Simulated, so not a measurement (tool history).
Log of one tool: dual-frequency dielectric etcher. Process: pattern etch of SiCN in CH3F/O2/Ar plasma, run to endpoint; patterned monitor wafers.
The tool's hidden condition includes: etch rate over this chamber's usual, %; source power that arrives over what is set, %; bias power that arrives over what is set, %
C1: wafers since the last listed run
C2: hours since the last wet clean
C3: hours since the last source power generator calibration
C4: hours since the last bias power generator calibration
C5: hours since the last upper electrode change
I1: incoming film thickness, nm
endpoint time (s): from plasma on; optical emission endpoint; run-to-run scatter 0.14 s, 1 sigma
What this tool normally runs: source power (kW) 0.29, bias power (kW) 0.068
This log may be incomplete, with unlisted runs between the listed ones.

run 1 day=0 | source_power_(kW)=0.29 bias_power_(kW)=0.068 | C1=0 C2=469.4 C3=2839.1 C4=1757.1 C5=2539.7 | I1=8.22 | endpoint_time_(s)=26.3
-- day=1.829 wet clean of the chamber
run 2 day=2.404 | source_power_(kW)=0.29 bias_power_(kW)=0.068 | C1=463 C2=13.8 C3=2896.8 C4=1814.8 C5=2597.4 | I1=8.2 | endpoint_time_(s)=26.3
run 3 day=5.471 | source_power_(kW)=0.29 bias_power_(kW)=0.068 | C1=1011 C2=87.4 C3=2970.4 C4=1888.4 C5=2671 | I1=8.23 | endpoint_time_(s)=26.2
run 4 day=7.096 | source_power_(kW)=0.29 bias_power_(kW)=0.068 | C1=536 C2=126.4 C3=3009.4 C4=1927.4 C5=2710 | I1=8.15 | endpoint_time_(s)=26
run 5 day=9.333 | source_power_(kW)=0.29 bias_power_(kW)=0.068 | C1=738 C2=180.1 C3=3063.1 C4=1981.1 C5=2763.7 | I1=8.23 | endpoint_time_(s)=26.2
run 6 day=13.833 | source_power_(kW)=0.29 bias_power_(kW)=0.068 | C1=1484 C2=288.1 C3=3171.1 C4=2089.1 C5=2871.7 | I1=8.25 | endpoint_time_(s)=26.5
run 7 day=16.792 | source_power_(kW)=0.29 bias_power_(kW)=0.068 | C1=976 C2=359.1 C3=3242.1 C4=2160.1 C5=2942.7 | I1=8.23 | endpoint_time_(s)=26.2
run 8 day=18.321 | source_power_(kW)=0.29 bias_power_(kW)=0.068 | C1=504 C2=395.8 C3=3278.8 C4=2196.8 C5=2979.4 | I1=8.25 | endpoint_time_(s)=26.3
run 9 day=22.679 | source_power_(kW)=0.29 bias_power_(kW)=0.068 | C1=1438 C2=500.4 C3=3383.4 C4=2301.4 C5=3084 | I1=8.17 | endpoint_time_(s)=26.5
-- day=24.721 wet clean of the chamber
run 10 day=24.742 | source_power_(kW)=0.29 bias_power_(kW)=0.068 | C1=350 C2=0.5 C3=3432.9 C4=2350.9 C5=3133.5 | I1=8.3 | endpoint_time_(s)=26.7
run 11 day=26.233 | source_power_(kW)=0.29 bias_power_(kW)=0.068 | C1=492 C2=36.3 C3=3468.7 C4=2386.7 C5=3169.3 | I1=8.13 | endpoint_time_(s)=26
run 12 day=30.021 | source_power_(kW)=0.29 bias_power_(kW)=0.068 | C1=1249 C2=127.2 C3=3559.6 C4=2477.6 C5=3260.2 | I1=8.18 | endpoint_time_(s)=26.1
run 13 day=33.25 | source_power_(kW)=0.27 bias_power_(kW)=0.068 | C1=1065 C2=204.7 C3=3637.1 C4=2555.1 C5=3337.7 | I1=8.11 | endpoint_time_(s)=26.6
run 14 day=37.046 | source_power_(kW)=0.27 bias_power_(kW)=0.068 | C1=1252 C2=295.8 C3=3728.2 C4=2646.2 C5=3428.8 | I1=8.12 | endpoint_time_(s)=26.8
run 15 day=41.517 | source_power_(kW)=0.29 bias_power_(kW)=0.068 | C1=1475 C2=403.1 C3=3835.5 C4=2753.5 C5=3536.1 | I1=8.14 | endpoint_time_(s)=26.1
run 16 day=44 | source_power_(kW)=0.32 bias_power_(kW)=0.074 | C1=819 C2=462.7 C3=3895.1 C4=2813.1 C5=3595.7 | I1=8.16 | endpoint_time_(s)=24.8
-- day=46.1 wet clean of the chamber
run 17 day=46.329 | source_power_(kW)=0.31 bias_power_(kW)=0.075 | C1=438 C2=5.5 C3=3951 C4=2869 C5=3651.6 | I1=8.26 | endpoint_time_(s)=25
-- day=47.504 source power generator calibrated
run 18 day=50.075 | source_power_(kW)=0.27 bias_power_(kW)=0.077 | C1=1181 C2=95.4 C3=61.7 C4=2958.9 C5=3741.5 | I1=8.2 | endpoint_time_(s)=26
run 19 day=53.262 | source_power_(kW)=0.29 bias_power_(kW)=0.068 | C1=1051 C2=171.9 C3=138.2 C4=3035.4 C5=3818 | I1=8.13 | endpoint_time_(s)=26
run 20 day=57.408 | source_power_(kW)=0.27 bias_power_(kW)=0.068 | C1=1368 C2=271.4 C3=237.7 C4=3134.9 C5=3917.5 | I1=8.19 | endpoint_time_(s)=27.3
run 21 day=60.508 | source_power_(kW)=0.25 bias_power_(kW)=0.068 | C1=1022 C2=345.8 C3=312.1 C4=3209.3 C5=3991.9 | I1=8.23 | endpoint_time_(s)=28
run 22 day=63.862 | source_power_(kW)=0.29 bias_power_(kW)=0.084 | C1=1106 C2=426.3 C3=392.6 C4=3289.8 C5=4072.4 | I1=8.1 | endpoint_time_(s)=24.7
-- day=66.029 upper electrode replaced
run 23 day=67.821 | source_power_(kW)=0.29 bias_power_(kW)=0.068 | C1=976 C2=521.3 C3=487.6 C4=3384.8 C5=43 | I1=8.18 | endpoint_time_(s)=26.2
run 24 day=71.317 | source_power_(kW)=0.29 bias_power_(kW)=0.068 | C1=1153 C2=605.2 C3=571.5 C4=3468.7 C5=126.9 | I1=8.13 | endpoint_time_(s)=26.1
-- day=73.271 wet clean of the chamber
run 25 day=74.846 | source_power_(kW)=0.34 bias_power_(kW)=0.055 | C1=834 C2=37.8 C3=656.2 C4=3553.4 C5=211.6 | I1=8.18 | endpoint_time_(s)=26.2
-- day=75.483 bias power generator calibrated
run 26 day=78.679 | source_power_(kW)=0.29 bias_power_(kW)=0.068 | C1=1209 C2=129.8 C3=748.2 C4=76.7 C5=303.6 | I1=8.18 | endpoint_time_(s)=26.4
run 27 day=82.029 | source_power_(kW)=0.24 bias_power_(kW)=0.083 | C1=1105 C2=210.2 C3=828.6 C4=157.1 C5=384 | I1=8.17 | endpoint_time_(s)=26.5
run 28 day=83.983 | source_power_(kW)=0.35 bias_power_(kW)=0.068 | C1=644 C2=257.1 C3=875.5 C4=204 C5=430.9 | I1=8.25 | endpoint_time_(s)=24.8
run 29 day=86.25 | source_power_(kW)=0.24 bias_power_(kW)=0.068 | C1=747 C2=311.5 C3=929.9 C4=258.4 C5=485.3 | I1=8.15 | endpoint_time_(s)=27.9
run 30 day=87.958 | source_power_(kW)=0.24 bias_power_(kW)=0.075 | C1=563 C2=352.5 C3=970.9 C4=299.4 C5=526.3 | I1=8.12 | endpoint_time_(s)=27.2
run 31 day=91.733 | source_power_(kW)=0.22 bias_power_(kW)=0.082 | C1=1245 C2=443.1 C3=1061.5 C4=390 C5=616.9 | I1=8.26 | endpoint_time_(s)=27.9
run 32 day=93.554 | source_power_(kW)=0.29 bias_power_(kW)=0.068 | C1=600 C2=486.8 C3=1105.2 C4=433.7 C5=660.6 | I1=8.23 | endpoint_time_(s)=26.3
run 33 day=97.988 | source_power_(kW)=0.29 bias_power_(kW)=0.058 | C1=1462 C2=593.2 C3=1211.6 C4=540.1 C5=767 | I1=8.23 | endpoint_time_(s)=27.4
-- day=100.812 wet clean of the chamber
run 34 day=102.175 | source_power_(kW)=0.24 bias_power_(kW)=0.085 | C1=1051 C2=32.7 C3=1312.1 C4=640.6 C5=867.5 | I1=8.23 | endpoint_time_(s)=26.7
run 35 day=105.638 | source_power_(kW)=0.22 bias_power_(kW)=0.074 | C1=1142 C2=115.8 C3=1395.2 C4=723.7 C5=950.6 | I1=8.25 | endpoint_time_(s)=28.3

State the hidden condition of the tool at each of the runs:
etch rate over this chamber's usual, %: 0, the same for each run
source power that arrives over what is set, %: 0, the same for each run
bias power that arrives over what is set, %: 0, the same for each run

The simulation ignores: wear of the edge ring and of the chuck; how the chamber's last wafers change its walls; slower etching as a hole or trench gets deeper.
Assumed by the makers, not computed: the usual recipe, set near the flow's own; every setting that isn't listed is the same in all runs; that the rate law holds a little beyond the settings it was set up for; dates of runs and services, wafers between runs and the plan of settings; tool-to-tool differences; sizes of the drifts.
